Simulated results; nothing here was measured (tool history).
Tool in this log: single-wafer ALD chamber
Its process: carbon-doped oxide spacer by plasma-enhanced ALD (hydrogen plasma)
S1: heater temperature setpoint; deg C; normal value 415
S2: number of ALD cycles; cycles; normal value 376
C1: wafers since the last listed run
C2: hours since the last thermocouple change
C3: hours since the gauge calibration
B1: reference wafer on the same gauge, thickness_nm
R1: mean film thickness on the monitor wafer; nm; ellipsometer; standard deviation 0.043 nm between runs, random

run 1 hour=0 | S1=415 S2=332 | C1=0 C2=1782.7 C3=205.1 | B1=17.018 | R1=15.039
run 2 hour=17.5 | S1=415 S2=332 | C1=18 C2=1800.2 C3=222.6 | B1=17.011 | R1=15.083
run 3 hour=27.2 | S1=415 S2=332 | C1=10 C2=1809.9 C3=232.3 | B1=16.998 | R1=14.95
run 4 hour=51.2 | S1=415 S2=376 | C1=24 C2=1833.9 C3=256.3 | B1=16.976 | R1=17.022
run 5 hour=67.5 | S1=415 S2=376 | C1=16 C2=1850.2 C3=272.6 | B1=16.968 | R1=17.001
run 6 hour=75.5 | S1=415 S2=376 | C1=8 C2=1858.2 C3=280.6 | B1=16.959 | R1=17.032
run 7 hour=84.3 | S1=415 S2=376 | C1=9 C2=1867 C3=289.4 | B1=16.957 | R1=17.056
run 8 hour=102.2 | S1=415 S2=376 | C1=18 C2=1884.9 C3=307.3 | B1=16.935 | R1=16.936
run 9 hour=110.5 | S1=415 S2=342 | C1=8 C2=1893.2 C3=315.6 | B1=16.917 | R1=15.385
run 10 hour=121.4 | S1=415 S2=342 | C1=11 C2=1904.1 C3=326.5 | B1=16.912 | R1=15.414
run 11 hour=131.2 | S1=415 S2=342 | C1=10 C2=1913.9 C3=336.3 | B1=16.903 | R1=15.453
run 12 hour=142.5 | S1=415 S2=406 | C1=11 C2=1925.2 C3=347.6 | B1=16.893 | R1=18.334
run 13 hour=155.6 | S1=415 S2=376 | C1=13 C2=1938.3 C3=360.7 | B1=16.873 | R1=16.829
run 14 hour=168.5 | S1=415 S2=376 | C1=13 C2=1951.2 C3=373.6 | B1=16.862 | R1=16.905
run 15 hour=177.4 | S1=415 S2=376 | C1=9 C2=1960.1 C3=382.5 | B1=16.853 | R1=16.901
run 16 hour=189.6 | S1=415 S2=376 | C1=12 C2=1972.3 C3=394.7 | B1=16.837 | R1=16.824
run 17 hour=200.8 | S1=415 S2=376 | C1=11 C2=1983.5 C3=405.9 | B1=16.809 | R1=16.853
run 18 hour=209.4 | S1=415 S2=376 | C1=8 C2=1992.1 C3=414.5 | B1=16.801 | R1=16.792
run 19 hour=220.8 | S1=428 S2=308 | C1=11 C2=2003.5 C3=425.9 | B1=16.783 | R1=13.275
-- hour=233.4 thermocouple changed; heater temperature recalibrated
run 20 hour=234.7 | S1=415 S2=376 | C1=6 C2=1.3 C3=439.8 | B1=16.767 | R1=16.834
-- hour=243.6 gauge calibrated
run 21 hour=245 | S1=406 S2=335 | C1=10 C2=11.6 C3=1.4 | B1=17.063 | R1=15.621
run 22 hour=256.1 | S1=429 S2=314 | C1=11 C2=22.7 C3=12.5 | B1=17.078 | R1=13.676
run 23 hour=264.6 | S1=428 S2=376 | C1=8 C2=31.2 C3=21 | B1=17.075 | R1=16.498
run 24 hour=275.2 | S1=415 S2=376 | C1=11 C2=41.8 C3=31.6 | B1=17.077 | R1=17.063
run 25 hour=292 | S1=415 S2=419 | C1=17 C2=58.6 C3=48.4 | B1=17.069 | R1=19.055
run 26 hour=305 | S1=411 S2=344 | C1=13 C2=71.6 C3=61.4 | B1=17.056 | R1=15.828
run 27 hour=320.7 | S1=410 S2=328 | C1=16 C2=87.3 C3=77.1 | B1=17.06 | R1=15.13
run 28 hour=329.3 | S1=415 S2=376 | C1=8 C2=95.9 C3=85.7 | B1=17.053 | R1=17.149
run 29 hour=343.9 | S1=405 S2=376 | C1=15 C2=110.5 C3=100.3 | B1=17.059 | R1=17.67
run 30 hour=351.7 | S1=402 S2=404 | C1=8 C2=118.3 C3=108.1 | B1=17.059 | R1=18.905
run 31 hour=361.5 | S1=402 S2=403 | C1=10 C2=128.1 C3=117.9 | B1=17.047 | R1=19.012
run 32 hour=371.3 | S1=415 S2=376 | C1=10 C2=137.9 C3=127.7 | B1=17.043 | R1=17.014
run 33 hour=381.3 | S1=415 S2=376 | C1=10 C2=147.9 C3=137.7 | B1=17.042 | R1=17.059
run 34 hour=389.1 | S1=409 S2=320 | C1=8 C2=155.7 C3=145.5 | B1=17.037 | R1=14.8

Below are 3 alternative next runs, each starting from the tool's condition after run 34. Predict each:
run A hour=390.1 | S1=407 S2=376 | C1=1 C2=156.7 C3=146.5 | B1=? | R1=?
run B hour=390.1 | S1=401 S2=450 | C1=1 C2=156.7 C3=146.5 | B1=? | R1=?
run C hour=390.1 | S1=411 S2=429 | C1=1 C2=156.7 C3=146.5 | B1=? | R1=?

run=A B1=17.034 R1=17.478
run=B B1=17.034 R1=21.257
run=C B1=17.034 R1=19.726
With the hidden condition removed and each run's random variation left untouched, the same runs would have given:
run=A R1=17.543
run=B R1=21.337
run=C R1=19.8
